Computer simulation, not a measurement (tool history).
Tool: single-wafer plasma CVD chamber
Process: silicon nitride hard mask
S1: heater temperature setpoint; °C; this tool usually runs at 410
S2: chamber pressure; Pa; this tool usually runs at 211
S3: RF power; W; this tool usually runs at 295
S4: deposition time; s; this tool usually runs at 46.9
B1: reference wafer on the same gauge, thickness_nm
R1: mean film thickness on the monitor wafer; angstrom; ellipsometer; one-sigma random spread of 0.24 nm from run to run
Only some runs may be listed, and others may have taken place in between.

run	hour	S1	S2	S3	S4	B1	R1
1	0.0	410	211	295	46.9	59.213	506.87
2	46.1	410	211	295	46.9	59.411	501.73
3	91.3	410	211	295	46.9	59.292	508.50
# hour 126.3: gauge calibrated
4	160.1	410	211	295	46.9	59.379	510.79
5	245.3	410	211	295	46.9	59.262	507.21
6	340.4	410	211	295	46.9	59.411	505.27
7	411.5	410	211	295	46.9	59.250	503.03
# hour 434.8: showerhead replaced
8	510.8	417	211	295	46.9	59.350	505.05

Run 9 comes next. What will it give?
# hour 536.2: capacitance manometer re-zeroed and calibrated
# hour 596.8: RF generator calibrated
9	607.2	417	167	295	46.9	?	?

B1: 59.349
R1: 452.12 angstrom
Had the tool carried no hidden state, the very same run would have given R1 452.12 angstrom.
